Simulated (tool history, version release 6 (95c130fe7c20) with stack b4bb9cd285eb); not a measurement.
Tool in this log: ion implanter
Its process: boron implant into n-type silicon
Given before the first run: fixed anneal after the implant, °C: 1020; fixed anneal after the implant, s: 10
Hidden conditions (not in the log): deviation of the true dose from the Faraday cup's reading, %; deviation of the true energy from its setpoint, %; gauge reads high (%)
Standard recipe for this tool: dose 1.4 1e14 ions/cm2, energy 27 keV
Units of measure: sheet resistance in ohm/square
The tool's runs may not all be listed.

| run | hour | dose | energy | wafers since the last listed run | hours since the last dose calibration | hours since the extraction supply was calibrated | hours since the gauge calibration | read-back reference wafer on the same gauge, sheet resistance | sheet resistance |
|---|---|---|---|---|---|---|---|---|---|
| 1 | 0 | 1.4 | 27 | 0 | 176.4 | 5270.5 | 1788.1 | 560.56 | 541.19 |
| 2 | 84 | 1.4 | 27 | 1091 | 260.4 | 5354.5 | 1872.1 | 561.73 | 541.41 |
| 3 | 171.1 | 1.4 | 34 | 1132 | 347.5 | 5441.6 | 1959.2 | 560.77 | 526.9 |
| 4 | 274.3 | 1.4 | 27 | 1341 | 450.7 | 5544.8 | 2062.4 | 561.02 | 550.02 |
| 5 | 364.1 | 1.4 | 27 | 1167 | 540.5 | 5634.6 | 2152.2 | 560.73 | 555.76 |
| 6 | 434.2 | 1.16 | 27 | 911 | 610.6 | 5704.7 | 2222.3 | 561.2 | 632.86 |
| 7 | 512.2 | 1.16 | 27 | 1013 | 688.6 | 5782.7 | 2300.3 | 559.79 | 637.79 |
|  | 561.6 | Faraday cup replaced and dose calibrated |
| 8 | 589.7 | 1.16 | 27 | 903 | 28.1 | 5860.2 | 2377.8 | 560.14 | 613.49 |
|  | 625.5 | gauge calibrated |
| 9 | 642.9 | 1.64 | 27 | 691 | 81.3 | 5913.4 | 17.4 | 560.82 | 474.71 |
| 10 | 697.9 | 1.64 | 27 | 714 | 136.3 | 5968.4 | 72.4 | 561.41 | 473.87 |
| 11 | 759.6 | 1.64 | 27 | 802 | 198 | 6030.1 | 134.1 | 561.32 | 480.67 |
| 12 | 820.2 | 1.4 | 27 | 787 | 258.6 | 6090.7 | 194.7 | 560.67 | 544.18 |
| 13 | 901.1 | 1.4 | 27 | 1051 | 339.5 | 6171.6 | 275.6 | 561.12 | 545.51 |
| 14 | 951.2 | 1.4 | 27 | 651 | 389.6 | 6221.7 | 325.7 | 561.1 | 545.06 |
| 15 | 993.4 | 1.63 | 27 | 548 | 431.8 | 6263.9 | 367.9 | 560.91 | 489.81 |
| 16 | 1053.7 | 1.07 | 27 | 783 | 492.1 | 6324.2 | 428.2 | 560.08 | 669.41 |
| 17 | 1120.7 | 1.21 | 35 | 870 | 559.1 | 6391.2 | 495.2 | 561.93 | 583.37 |
|  | 1216.2 | Faraday cup replaced and dose calibrated |
| 18 | 1301.8 | 1.4 | 27 | 2250 | 85.6 | 6572.3 | 676.3 | 560.57 | 535.33 |
|  | 1320.4 | extraction supply calibrated |
| 19 | 1388.8 | 1.17 | 19.5 | 1026 | 172.6 | 68.4 | 763.3 | 561.18 | 654.56 |
| 20 | 1458.3 | 1.81 | 31.5 | 903 | 242.1 | 137.9 | 832.8 | 561.16 | 432.35 |
| 21 | 1498.4 | 1.16 | 30.5 | 521 | 282.2 | 178 | 872.9 | 561.31 | 611.49 |
| 22 | 1563.1 | 1.4 | 27 | 841 | 346.9 | 242.7 | 937.6 | 560.78 | 545.23 |
| 23 | 1626.9 | 1.4 | 27 | 829 | 410.7 | 306.5 | 1001.4 | 561.18 | 544.54 |
| 24 | 1715.1 | 1.4 | 27 | 1146 | 498.9 | 394.7 | 1089.6 | 561.8 | 541.92 |
| 25 | 1756.4 | 1.4 | 31.5 | 536 | 540.2 | 436 | 1130.9 | 560.43 | 532 |
| 26 | 1859.3 | 1.14 | 35.5 | 1337 | 643.1 | 538.9 | 1233.8 | 560.2 | 608.16 |
| 27 | 1910.8 | 1.58 | 33 | 669 | 694.6 | 590.4 | 1285.3 | 560.98 | 483.27 |
|  | 1922.8 | Faraday cup replaced and dose calibrated |
| 28 | 2004.1 | 1.4 | 27 | 1108 | 81.3 | 683.7 | 1378.6 | 560 | 531.37 |
| 29 | 2107 | 1.4 | 27 | 1337 | 184.2 | 786.6 | 1481.5 | 561.5 | 540.85 |
| 30 | 2209.8 | 1.09 | 20.5 | 1336 | 287 | 889.4 | 1584.3 | 560.97 | 691.56 |
| 31 | 2284.9 | 1.21 | 30 | 976 | 362.1 | 964.5 | 1659.4 | 559.88 | 601.39 |
| 32 | 2365.4 | 1.4 | 27 | 1046 | 442.6 | 1045 | 1739.9 | 561.93 | 548.23 |
| 33 | 2447.1 | 1.05 | 27 | 1062 | 524.3 | 1126.7 | 1821.6 | 561.94 | 683.98 |
| 34 | 2510.8 | 1.24 | 19 | 828 | 588 | 1190.4 | 1885.3 | 561.17 | 643.15 |
| 35 | 2555.9 | 1.6 | 27 | 586 | 633.1 | 1235.5 | 1930.4 | 561.35 | 499.22 |
|  | 2645.6 | Faraday cup replaced and dose calibrated |
| 36 | 2660.1 | 0.99 | 34.5 | 1250 | 14.5 | 1339.7 | 2034.6 | 560.52 | 654.53 |
| 37 | 2741.6 | 1.4 | 27 | 1059 | 96 | 1421.2 | 2116.1 | 560.6 | 536.81 |
| 38 | 2845.6 | 1.21 | 35 | 1351 | 200 | 1525.2 | 2220.1 | 561.57 | 573.93 |

Predict each of these 3 candidate next runs independently; none follows another, all start after run 38:
| A | 2846 | 1.4 | 27 | 5 | 200.4 | 1525.6 | 2220.5 | ? | ? |
| B | 2846 | 1.4 | 21 | 5 | 200.4 | 1525.6 | 2220.5 | ? | ? |
| C | 2846 | 1.4 | 35 | 5 | 200.4 | 1525.6 | 2220.5 | ? | ? |

| run | read-back reference wafer on the same gauge, sheet resistance | sheet resistance |
|---|---|---|
| A | 561.54 | 540.03 |
| B | 561.54 | 562.3 |
| C | 561.54 | 516.91 |
With the hidden condition removed and each run's random variation left untouched, the same runs would have given:
| run | sheet resistance |
|---|---|
| A | 528.16 |
| B | 549.58 |
| C | 505.92 |
